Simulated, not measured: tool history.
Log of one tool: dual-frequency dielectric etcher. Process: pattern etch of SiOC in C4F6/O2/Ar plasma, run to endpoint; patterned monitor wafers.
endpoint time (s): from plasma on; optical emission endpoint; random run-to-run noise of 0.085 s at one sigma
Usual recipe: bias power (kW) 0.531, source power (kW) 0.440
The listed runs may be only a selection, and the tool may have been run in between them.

| run | day | bias power (kW) | source power (kW) | wafers since the last listed run | hours since the last wet clean | hours since the last bias power generator calibration | hours since the last source power generator calibration | hours since the last upper electrode change | incoming incoming film thickness, nm | endpoint time (s) |
|---|---|---|---|---|---|---|---|---|---|---|
| 1 | 0.000 | 0.602 | 0.440 | 0 | 256.4 | 4443.3 | 4764.7 | 3425.1 | 52.5 | 16.2 |
| 2 | 0.508 | 0.602 | 0.440 | 186 | 268.6 | 4455.5 | 4776.9 | 3437.3 | 52.4 | 16.1 |
| 3 | 1.008 | 0.602 | 0.440 | 183 | 280.6 | 4467.5 | 4788.9 | 3449.3 | 52.7 | 16.3 |
| 4 | 1.650 | 0.436 | 0.440 | 235 | 296.0 | 4482.9 | 4804.3 | 3464.7 | 52.7 | 18.6 |
| 5 | 2.371 | 0.436 | 0.440 | 265 | 313.3 | 4500.2 | 4821.6 | 3482.0 | 52.2 | 18.4 |
| 6 | 2.742 | 0.531 | 0.440 | 136 | 322.2 | 4509.1 | 4830.5 | 3490.9 | 52.6 | 17.0 |
| 7 | 3.321 | 0.531 | 0.440 | 212 | 336.1 | 4523.0 | 4844.4 | 3504.8 | 53.1 | 17.3 |
| 8 | 4.067 | 0.531 | 0.440 | 274 | 354.0 | 4540.9 | 4862.3 | 3522.7 | 53.0 | 17.4 |
| 9 | 4.421 | 0.531 | 0.440 | 130 | 362.5 | 4549.4 | 4870.8 | 3531.2 | 53.2 | 17.3 |
| 10 | 4.917 | 0.531 | 0.440 | 182 | 374.4 | 4561.3 | 4882.7 | 3543.1 | 52.0 | 16.9 |
|  | 5.408 | bias power generator calibrated |
| 11 | 5.625 | 0.531 | 0.440 | 199 | 391.4 | 5.2 | 4899.7 | 3560.1 | 52.6 | 17.2 |
| 12 | 6.229 | 0.531 | 0.440 | 222 | 405.9 | 19.7 | 4914.2 | 3574.6 | 52.6 | 17.0 |
| 13 | 6.692 | 0.584 | 0.500 | 170 | 417.0 | 30.8 | 4925.3 | 3585.7 | 52.0 | 15.5 |
| 14 | 6.946 | 0.584 | 0.500 | 93 | 423.1 | 36.9 | 4931.4 | 3591.8 | 52.5 | 15.7 |
| 15 | 7.596 | 0.584 | 0.500 | 239 | 438.7 | 52.5 | 4947.0 | 3607.4 | 52.0 | 15.7 |
| 16 | 7.908 | 0.531 | 0.440 | 114 | 446.2 | 60.0 | 4954.5 | 3614.9 | 52.8 | 17.2 |
| 17 | 8.562 | 0.621 | 0.490 | 240 | 461.9 | 75.7 | 4970.2 | 3630.6 | 52.4 | 15.4 |
|  | 9.979 | source power generator calibrated |
|  | 10.062 | wet clean of the chamber |
| 18 | 10.083 | 0.531 | 0.440 | 467 | 0.5 | 112.2 | 2.5 | 3667.1 | 52.8 | 17.1 |
| 19 | 10.096 | 0.566 | 0.510 | 4 | 0.8 | 112.5 | 2.8 | 3667.4 | 52.7 | 15.9 |
| 20 | 10.171 | 0.579 | 0.490 | 27 | 2.6 | 114.3 | 4.6 | 3669.2 | 52.8 | 16.0 |
| 21 | 10.917 | 0.464 | 0.480 | 274 | 20.5 | 132.2 | 22.5 | 3687.1 | 52.2 | 17.4 |
| 22 | 11.279 | 0.531 | 0.440 | 133 | 29.2 | 140.9 | 31.2 | 3695.8 | 52.4 | 17.0 |
|  | 12.517 | upper electrode replaced |
| 23 | 12.538 | 0.474 | 0.530 | 95 | 59.4 | 171.1 | 61.4 | 0.5 | 52.2 | 16.8 |
| 24 | 13.958 | 0.531 | 0.510 | 522 | 93.5 | 205.2 | 95.5 | 34.6 | 52.0 | 16.2 |
| 25 | 14.262 | 0.619 | 0.520 | 111 | 100.8 | 212.5 | 102.8 | 41.9 | 52.4 | 15.1 |
| 26 | 14.888 | 0.661 | 0.550 | 229 | 115.8 | 227.5 | 117.8 | 56.9 | 52.9 | 14.5 |
| 27 | 15.325 | 0.417 | 0.480 | 160 | 126.3 | 238.0 | 128.3 | 67.4 | 52.3 | 18.3 |
| 28 | 15.608 | 0.531 | 0.440 | 104 | 133.1 | 244.8 | 135.1 | 74.2 | 52.8 | 17.1 |
| 29 | 16.196 | 0.658 | 0.390 | 216 | 147.2 | 258.9 | 149.2 | 88.3 | 52.8 | 16.2 |
| 30 | 16.888 | 0.531 | 0.440 | 254 | 163.8 | 275.5 | 165.8 | 104.9 | 53.1 | 17.2 |
| 31 | 17.471 | 0.531 | 0.520 | 214 | 177.8 | 289.5 | 179.8 | 118.9 | 52.3 | 16.1 |
| 32 | 18.008 | 0.422 | 0.500 | 197 | 190.7 | 302.4 | 192.7 | 131.8 | 52.2 | 17.8 |

Below are 3 alternative next runs, each starting from the tool's condition after run 32. Predict each:
| A | 18.025 | 0.531 | 0.440 | 6 | 191.1 | 302.8 | 193.1 | 132.2 | 52.7 | ? |
| B | 18.025 | 0.489 | 0.340 | 6 | 191.1 | 302.8 | 193.1 | 132.2 | 52.7 | ? |
| C | 18.025 | 0.495 | 0.350 | 6 | 191.1 | 302.8 | 193.1 | 132.2 | 52.7 | ? |

| run | endpoint time (s) |
|---|---|
| A | 17.2 |
| B | 19.2 |
| C | 18.9 |
Had the tool no hidden state, the same runs would have come out as:
| run | endpoint time (s) |
|---|---|
| A | 17.2 |
| B | 19.2 |
| C | 18.9 |
